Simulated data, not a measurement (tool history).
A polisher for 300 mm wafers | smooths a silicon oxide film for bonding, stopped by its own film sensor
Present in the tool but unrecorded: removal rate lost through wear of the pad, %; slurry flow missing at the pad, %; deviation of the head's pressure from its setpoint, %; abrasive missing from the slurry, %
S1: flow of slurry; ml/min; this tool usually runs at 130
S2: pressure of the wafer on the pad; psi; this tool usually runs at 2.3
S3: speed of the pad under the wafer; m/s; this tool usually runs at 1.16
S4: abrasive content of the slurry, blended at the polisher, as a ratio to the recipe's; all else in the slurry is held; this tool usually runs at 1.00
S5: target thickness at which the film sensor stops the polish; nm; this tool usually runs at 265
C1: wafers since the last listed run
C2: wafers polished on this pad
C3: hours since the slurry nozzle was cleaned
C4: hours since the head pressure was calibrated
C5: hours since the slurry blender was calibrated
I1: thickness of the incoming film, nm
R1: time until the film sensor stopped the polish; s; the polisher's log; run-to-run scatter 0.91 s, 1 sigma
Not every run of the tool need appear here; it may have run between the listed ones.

Run 1, hour 0.0: usual settings; C1 0; C2 998; C3 158.4; C4 450.1; C5 185.1; I1 354.2. Result: R1 116.8 s.
At hour 15.7: worn pad replaced by a new one.
Run 2, hour 16.2: usual settings; C1 124; C2 4; C3 174.6; C4 466.3; C5 201.3; I1 351.8. Result: R1 114.3 s.
At hour 48.6: slurry blender recalibrated.
Run 3, hour 51.0: usual settings; C1 333; C2 338; C3 209.4; C4 501.1; C5 2.4; I1 350.0. Result: R1 112.9 s.
Run 4, hour 57.3: usual settings; C1 64; C2 402; C3 215.7; C4 507.4; C5 8.7; I1 356.3. Result: R1 121.1 s.
Run 5, hour 63.9: usual settings; C1 67; C2 469; C3 222.3; C4 514.0; C5 15.3; I1 344.7. Result: R1 104.2 s.
Run 6, hour 72.0: usual settings but S4 1.10; C1 82; C2 552; C3 230.4; C4 522.1; C5 23.4; I1 344.4. Result: R1 99.7 s.
Run 7, hour 89.5: usual settings but S3 0.98 m/s; C1 178; C2 730; C3 247.9; C4 539.6; C5 40.9; I1 350.7. Result: R1 129.2 s.
Run 8, hour 96.9: usual settings but S3 0.98 m/s; C1 75; C2 805; C3 255.3; C4 547.0; C5 48.3; I1 349.6. Result: R1 128.9 s.
At hour 104.9: worn pad replaced by a new one.
Run 9, hour 108.3: usual settings but S3 0.98 m/s; C1 75; C2 34; C3 266.7; C4 558.4; C5 59.7; I1 346.1. Result: R1 121.6 s.
Run 10, hour 119.3: usual settings; C1 111; C2 146; C3 277.7; C4 569.4; C5 70.7; I1 344.8. Result: R1 105.3 s.
Run 11, hour 129.0: usual settings; C1 98; C2 244; C3 287.4; C4 579.1; C5 80.4; I1 350.0. Result: R1 111.6 s.
Run 12, hour 141.2: usual settings; C1 124; C2 368; C3 299.6; C4 591.3; C5 92.6; I1 346.0. Result: R1 106.3 s.
Run 13, hour 148.2: usual settings but S1 90 ml/min, S2 2.7 psi, S3 1.42 m/s, S4 1.15; C1 71; C2 440; C3 306.6; C4 598.3; C5 99.6; I1 349.4. Result: R1 80.9 s.
At hour 153.0: slurry nozzle cleaned.
Run 14, hour 158.2: usual settings; C1 91; C2 531; C3 5.2; C4 608.3; C5 109.6; I1 347.5. Result: R1 108.6 s.
Run 15, hour 166.4: usual settings but S2 1.9 psi; C1 83; C2 615; C3 13.4; C4 616.5; C5 117.8; I1 352.2. Result: R1 138.1 s.
Run 16, hour 179.3: usual settings but S3 0.86 m/s; C1 131; C2 746; C3 26.3; C4 629.4; C5 130.7; I1 355.8. Result: R1 153.0 s.
Run 17, hour 192.7: usual settings but S1 90 ml/min, S2 1.5 psi, S4 0.85; C1 136; C2 882; C3 39.7; C4 642.8; C5 144.1; I1 349.9. Result: R1 193.7 s.
At hour 197.8: worn pad replaced by a new one.
At hour 206.6: head pressure recalibrated.
Run 18, hour 209.3: usual settings but S5 239 nm; C1 107; C2 96; C3 56.3; C4 2.7; C5 160.7; I1 350.7. Result: R1 148.1 s.
Run 19, hour 256.0: usual settings; C1 475; C2 571; C3 103.0; C4 49.4; C5 207.4; I1 350.5. Result: R1 113.3 s.
Run 20, hour 268.8: usual settings but S4 0.80; C1 130; C2 702; C3 115.8; C4 62.2; C5 220.2; I1 350.4. Result: R1 125.9 s.
Run 21, hour 280.4: usual settings but S1 110 ml/min; C1 118; C2 820; C3 127.4; C4 73.8; C5 231.8; I1 352.2. Result: R1 117.3 s.
Run 22, hour 287.1: usual settings; C1 68; C2 888; C3 134.1; C4 80.5; C5 238.5; I1 352.5. Result: R1 114.9 s.
Run 23, hour 297.3: usual settings; C1 103; C2 992; C3 144.3; C4 90.7; C5 248.7; I1 351.9. Result: R1 115.8 s.
At hour 304.4: worn pad replaced by a new one.
Run 24, hour 306.1: usual settings; C1 48; C2 17; C3 153.1; C4 99.5; C5 257.5; I1 353.0. Result: R1 115.4 s.
Run 25, hour 319.8: usual settings but S1 145 ml/min, S2 2.7 psi, S4 0.85; C1 139; C2 156; C3 166.8; C4 113.2; C5 271.2; I1 345.9. Result: R1 98.9 s.
At hour 327.1: slurry blender recalibrated.
Run 26, hour 336.5: usual settings but S4 0.85; C1 149; C2 306; C3 183.5; C4 129.9; C5 9.4; I1 355.1. Result: R1 131.2 s.
Run 27, hour 346.7: usual settings but S5 283 nm; C1 103; C2 410; C3 193.7; C4 140.1; C5 19.6; I1 353.8. Result: R1 93.0 s.
Run 28, hour 354.2: usual settings but S1 85 ml/min, S4 0.75; C1 76; C2 486; C3 201.2; C4 147.6; C5 27.1; I1 348.0. Result: R1 136.7 s.
Run 29, hour 360.9: usual settings but S2 2.5 psi, S5 287 nm; C1 68; C2 554; C3 207.9; C4 154.3; C5 33.8; I1 350.8. Result: R1 77.5 s.
Run 30, hour 375.6: usual settings but S2 2.6 psi, S3 1.50 m/s; C1 149; C2 704; C3 222.6; C4 169.0; C5 48.5; I1 347.5. Result: R1 77.5 s.
Run 31, hour 388.4: usual settings but S1 95 ml/min, S2 2.8 psi, S3 1.48 m/s; C1 130; C2 834; C3 235.4; C4 181.8; C5 61.3; I1 348.8. Result: R1 77.6 s.

Alternative continuations, all from the tool just after run 31; predict every row:
Run A, hour 388.9: usual settings; C1 5; C2 839; C3 235.9; C4 182.3; C5 61.8; I1 355.3. Result: R1 ?.
Run B, hour 388.9: usual settings but S1 105 ml/min, S2 2.9 psi, S4 0.90, S5 276 nm; C1 5; C2 839; C3 235.9; C4 182.3; C5 61.8; I1 355.3. Result: R1 ?.
Run C, hour 388.9: usual settings but S2 2.1 psi, S4 1.30, S5 284 nm; C1 5; C2 839; C3 235.9; C4 182.3; C5 61.8; I1 355.3. Result: R1 ?.

run     R1
  A  117.3
  B   89.2
  C   90.1
What these runs would have given with no unlogged condition in the tool:
run     R1
  A  117.3
  B   89.2
  C   90.1

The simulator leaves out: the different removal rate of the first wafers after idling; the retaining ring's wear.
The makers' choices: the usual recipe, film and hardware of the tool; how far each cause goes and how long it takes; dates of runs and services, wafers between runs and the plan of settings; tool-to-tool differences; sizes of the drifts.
